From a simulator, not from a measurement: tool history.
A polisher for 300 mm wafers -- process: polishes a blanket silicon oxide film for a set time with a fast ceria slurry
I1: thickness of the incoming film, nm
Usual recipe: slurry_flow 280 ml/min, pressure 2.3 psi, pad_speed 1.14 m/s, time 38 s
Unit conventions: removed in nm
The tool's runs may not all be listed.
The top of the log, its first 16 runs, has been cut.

At hour 1069.7: head pressure recalibrated.
Run 17, hour 1081.3: usual settings; I1 1615.2. Result: removed 573.7 nm.
Run 18, hour 1134.5: usual settings but slurry_flow 320 ml/min, pad_speed 0.82 m/s; I1 1603.2. Result: removed 435.1 nm.
At hour 1181.8: worn pad replaced by a new one.
Run 19, hour 1213.5: usual settings but pad_speed 0.96 m/s, time 26 s; I1 1585.4. Result: removed 337.7 nm.
Run 20, hour 1265.6: usual settings but pressure 2.9 psi, pad_speed 1.02 m/s, time 31 s; I1 1639.2. Result: removed 531.2 nm.
Run 21, hour 1317.8: usual settings but slurry_flow 180 ml/min, pad_speed 0.76 m/s; I1 1618.3. Result: removed 392.2 nm.
Run 22, hour 1424.5: usual settings; I1 1643.3. Result: removed 579.7 nm.
At hour 1471: slurry nozzle cleaned.
Run 23, hour 1487: usual settings but slurry_flow 200 ml/min, pressure 2 psi, time 44 s; I1 1617.2. Result: removed 586.7 nm.
Run 24, hour 1555.6: usual settings but pressure 1.6 psi, pad_speed 1.28 m/s; I1 1619. Result: removed 477.9 nm.
Run 25, hour 1647: usual settings but slurry_flow 340 ml/min, pressure 2 psi, pad_speed 1.3 m/s, time 34 s; I1 1592.4. Result: removed 541.2 nm.
Run 26, hour 1685.5: usual settings but pressure 1.9 psi, time 25 s; I1 1616. Result: removed 330.8 nm.
Run 27, hour 1722.1: usual settings but slurry_flow 350 ml/min, pad_speed 0.98 m/s, time 47 s; I1 1600.4. Result: removed 664.1 nm.
At hour 1732.3: worn pad replaced by a new one.
At hour 1764.6: head pressure recalibrated.
Run 28, hour 1813.7: usual settings but pressure 1.5 psi, time 49 s; I1 1629.3. Result: removed 501.5 nm.
Run 29, hour 1883.7: usual settings; I1 1617.5. Result: removed 570.6 nm.
Run 30, hour 1936.3: usual settings; I1 1625.6. Result: removed 573.9 nm.
Run 31, hour 2030.2: usual settings but slurry_flow 195 ml/min, time 26 s; I1 1632.5. Result: removed 379.4 nm.
Run 32, hour 2072.6: usual settings but slurry_flow 195 ml/min, pressure 1.7 psi, pad_speed 0.88 m/s, time 32 s; I1 1604.1. Result: removed 286.1 nm.
Run 33, hour 2118.1: usual settings but slurry_flow 215 ml/min, pressure 2.9 psi; I1 1632.9. Result: removed 701.6 nm.
At hour 2196.1: slurry nozzle cleaned.
Run 34, hour 2224.5: usual settings but slurry_flow 350 ml/min, pad_speed 0.98 m/s, time 47 s; I1 1590. Result: removed 639.7 nm.
At hour 2319.8: head pressure recalibrated.
At hour 2320.4: worn pad replaced by a new one.
Run 35, hour 2394: usual settings but slurry_flow 180 ml/min, pressure 1.7 psi, pad_speed 1.44 m/s, time 51 s; I1 1628.7. Result: removed 707.3 nm.
Run 36, hour 2489.3: usual settings; I1 1610.9. Result: removed 573.6 nm.
Run 37, hour 2563.4: usual settings but slurry_flow 240 ml/min, pressure 2.6 psi, pad_speed 0.76 m/s, time 29 s; I1 1620. Result: removed 343.7 nm.

4 ways to go on from here, each from the tool as it stands after run 37. What would each give?
Run A, hour 2563.8: usual settings but time 49 s; I1 1622.5. Result: removed ?.
Run B, hour 2563.8: usual settings but slurry_flow 350 ml/min, pressure 2.9 psi, pad_speed 1.44 m/s, time 26 s; I1 1622.5. Result: removed ?.
Run C, hour 2563.8: usual settings but slurry_flow 205 ml/min, pad_speed 1.02 m/s, time 30 s; I1 1622.5. Result: removed ?.
Run D, hour 2563.8: usual settings but pressure 2.9 psi, time 32 s; I1 1622.5. Result: removed ?.

run  removed
  A    739.5
  B    608.1
  C    401.9
  D    597.9
With the hidden condition removed and each run's random variation left untouched, the same runs would have given:
run  removed
  A    737.6
  B    606.6
  C    400.9
  D    596.3
